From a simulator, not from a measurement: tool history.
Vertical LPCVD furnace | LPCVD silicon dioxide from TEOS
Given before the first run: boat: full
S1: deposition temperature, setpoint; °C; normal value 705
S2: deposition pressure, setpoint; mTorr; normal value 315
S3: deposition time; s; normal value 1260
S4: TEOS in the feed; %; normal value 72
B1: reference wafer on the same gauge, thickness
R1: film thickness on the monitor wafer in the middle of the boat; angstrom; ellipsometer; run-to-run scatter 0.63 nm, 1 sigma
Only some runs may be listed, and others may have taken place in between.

{"run": 1, "day": 0.0, "S1": 711, "S2": 315, "S3": 1260, "S4": 72, "B1": 176.09, "R1": 1993.0}
{"run": 2, "day": 3.121, "S1": 705, "S2": 315, "S3": 1260, "S4": 72, "B1": 176.06, "R1": 1731.6}
{"run": 3, "day": 5.921, "S1": 705, "S2": 315, "S3": 1260, "S4": 72, "B1": 176.2, "R1": 1727.1}
{"run": 4, "day": 8.35, "S1": 705, "S2": 315, "S3": 930, "S4": 72, "B1": 176.21, "R1": 1281.3}
{"run": 5, "day": 12.788, "S1": 705, "S2": 315, "S3": 1260, "S4": 66, "B1": 175.89, "R1": 1651.2}
{"run": 6, "day": 15.242, "S1": 705, "S2": 315, "S3": 1260, "S4": 66, "B1": 176.15, "R1": 1662.2}
{"run": 7, "day": 17.421, "S1": 705, "S2": 315, "S3": 1260, "S4": 66, "B1": 175.86, "R1": 1647.5}
{"run": 8, "day": 20.025, "S1": 705, "S2": 315, "S3": 1260, "S4": 72, "B1": 176.22, "R1": 1728.4}
{"run": 9, "day": 22.542, "S1": 705, "S2": 315, "S3": 1260, "S4": 72, "B1": 175.98, "R1": 1735.0}
{"run": 10, "day": 25.004, "S1": 705, "S2": 315, "S3": 1260, "S4": 72, "B1": 175.84, "R1": 1735.6}
{"day": 26.092, "done": "thermocouples replaced and temperature profile calibrated"}
{"run": 11, "day": 27.142, "S1": 705, "S2": 315, "S3": 1260, "S4": 72, "B1": 175.96, "R1": 1705.0}
{"run": 12, "day": 30.317, "S1": 705, "S2": 315, "S3": 1260, "S4": 72, "B1": 175.82, "R1": 1701.9}
{"day": 31.3, "done": "gauge calibrated"}
{"run": 13, "day": 34.7, "S1": 698, "S2": 315, "S3": 1260, "S4": 75, "B1": 175.99, "R1": 1473.9}
{"run": 14, "day": 38.888, "S1": 698, "S2": 315, "S3": 1260, "S4": 75, "B1": 176.01, "R1": 1484.5}
{"run": 15, "day": 41.371, "S1": 705, "S2": 315, "S3": 1260, "S4": 66, "B1": 175.95, "R1": 1633.1}
{"run": 16, "day": 43.35, "S1": 711, "S2": 285, "S3": 1260, "S4": 72, "B1": 176.12, "R1": 1878.6}
{"run": 17, "day": 47.733, "S1": 705, "S2": 255, "S3": 1260, "S4": 62, "B1": 175.77, "R1": 1443.6}
{"run": 18, "day": 50.654, "S1": 710, "S2": 315, "S3": 1260, "S4": 72, "B1": 175.96, "R1": 1918.8}
{"run": 19, "day": 52.65, "S1": 717, "S2": 255, "S3": 1710, "S4": 59, "B1": 175.92, "R1": 2499.5}
{"run": 20, "day": 54.417, "S1": 708, "S2": 315, "S3": 900, "S4": 76, "B1": 175.84, "R1": 1350.2}
{"day": 56.542, "done": "pressure gauge zeroed"}
{"run": 21, "day": 58.558, "S1": 697, "S2": 315, "S3": 1260, "S4": 72, "B1": 176.13, "R1": 1430.9}
{"day": 62.208, "done": "TEOS flow controller replaced"}
{"run": 22, "day": 62.4, "S1": 705, "S2": 340, "S3": 990, "S4": 81, "B1": 176.37, "R1": 1491.9}
{"run": 23, "day": 66.504, "S1": 701, "S2": 315, "S3": 1260, "S4": 68, "B1": 175.92, "R1": 1533.6}
{"run": 24, "day": 69.379, "S1": 716, "S2": 390, "S3": 1260, "S4": 72, "B1": 175.95, "R1": 2483.1}

Expected results for the next run?
{"run": 25, "day": 72.658, "S1": 705, "S2": 315, "S3": 1260, "S4": 72, "B1": "?", "R1": "?"}

Run 25 came out at B1 175.85, R1 1724.3 angstrom.
With no hidden state in the tool, this same run would have given R1 1684.5 angstrom.
